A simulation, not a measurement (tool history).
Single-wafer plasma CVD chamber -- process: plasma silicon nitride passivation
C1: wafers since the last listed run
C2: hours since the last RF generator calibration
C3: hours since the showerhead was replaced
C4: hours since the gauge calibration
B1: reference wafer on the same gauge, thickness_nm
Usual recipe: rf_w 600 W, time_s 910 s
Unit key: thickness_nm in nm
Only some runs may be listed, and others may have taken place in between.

Run 1, hour 0: usual settings but rf_w 525 W; C1 0; C2 1562.2; C3 3698.9; C4 357.2; B1 1490.12. Result: thickness_nm 1555.383 nm.
Run 2, hour 57.1: usual settings but rf_w 525 W; C1 88; C2 1619.3; C3 3756; C4 414.3; B1 1489.684. Result: thickness_nm 1561.153 nm.
Run 3, hour 106.9: usual settings but rf_w 520 W; C1 76; C2 1669.1; C3 3805.8; C4 464.1; B1 1489.33. Result: thickness_nm 1548.484 nm.
Run 4, hour 143.3: usual settings but time_s 783 s; C1 56; C2 1705.5; C3 3842.2; C4 500.5; B1 1490.188. Result: thickness_nm 1409.066 nm.
Run 5, hour 168.7: usual settings; C1 39; C2 1730.9; C3 3867.6; C4 525.9; B1 1490.04. Result: thickness_nm 1635.939 nm.
Run 6, hour 220.5: usual settings; C1 79; C2 1782.7; C3 3919.4; C4 577.7; B1 1489.163. Result: thickness_nm 1640.782 nm.
At hour 264.8: showerhead replaced, of another model than before.
Run 7, hour 270.5: usual settings; C1 64; C2 1832.7; C3 5.7; C4 627.7; B1 1489.686. Result: thickness_nm 1602.686 nm.
Run 8, hour 308.3: usual settings; C1 58; C2 1870.5; C3 43.5; C4 665.5; B1 1490.17. Result: thickness_nm 1605.075 nm.
At hour 351.4: gauge calibrated.
At hour 354.5: RF generator calibrated.
Run 9, hour 357: usual settings but rf_w 505 W, time_s 1031 s; C1 62; C2 2.5; C3 92.2; C4 5.6; B1 1489.484. Result: thickness_nm 1704.202 nm.
Run 10, hour 384.9: usual settings but time_s 771 s; C1 43; C2 30.4; C3 120.1; C4 33.5; B1 1490.636. Result: thickness_nm 1430.549 nm.
Run 11, hour 434.8: usual settings but rf_w 495 W, time_s 750 s; C1 77; C2 80.3; C3 170; C4 83.4; B1 1489.201. Result: thickness_nm 1214.944 nm.
Run 12, hour 463.6: usual settings but rf_w 630 W, time_s 759 s; C1 44; C2 109.1; C3 198.8; C4 112.2; B1 1490.143. Result: thickness_nm 1436.668 nm.
Run 13, hour 495.5: usual settings; C1 49; C2 141; C3 230.7; C4 144.1; B1 1490.782. Result: thickness_nm 1671.284 nm.
Run 14, hour 547.8: usual settings but rf_w 630 W, time_s 1090 s; C1 80; C2 193.3; C3 283; C4 196.4; B1 1489.77. Result: thickness_nm 2060.292 nm.
Run 15, hour 597.3: usual settings; C1 76; C2 242.8; C3 332.5; C4 245.9; B1 1489.898. Result: thickness_nm 1664.328 nm.
Run 16, hour 632.5: usual settings but rf_w 650 W, time_s 804 s; C1 54; C2 278; C3 367.7; C4 281.1; B1 1490.108. Result: thickness_nm 1539.041 nm.
Run 17, hour 681.8: usual settings but rf_w 650 W, time_s 995 s; C1 76; C2 327.3; C3 417; C4 330.4; B1 1490.107. Result: thickness_nm 1890.547 nm.

Branching from run 17: 4 alternative next runs. What would each branch give?
Run A, hour 682.5: usual settings; C1 1; C2 328; C3 417.7; C4 331.1; B1 ?. Result: thickness_nm ?.
Run B, hour 682.5: usual settings but rf_w 500 W, time_s 772 s; C1 1; C2 328; C3 417.7; C4 331.1; B1 ?. Result: thickness_nm ?.
Run C, hour 682.5: usual settings but rf_w 495 W, time_s 746 s; C1 1; C2 328; C3 417.7; C4 331.1; B1 ?. Result: thickness_nm ?.
Run D, hour 682.5: usual settings but time_s 1026 s; C1 1; C2 328; C3 417.7; C4 331.1; B1 ?. Result: thickness_nm ?.

run        B1  thickness_nm
  A  1489.353      1660.168
  B  1489.353      1240.401
  C  1489.353      1189.059
  D  1489.353      1871.794
Without the tool's unlogged condition, the same runs would have read:
run  thickness_nm
  A      1702.688
  B       1272.17
  C      1219.513
  D      1919.734

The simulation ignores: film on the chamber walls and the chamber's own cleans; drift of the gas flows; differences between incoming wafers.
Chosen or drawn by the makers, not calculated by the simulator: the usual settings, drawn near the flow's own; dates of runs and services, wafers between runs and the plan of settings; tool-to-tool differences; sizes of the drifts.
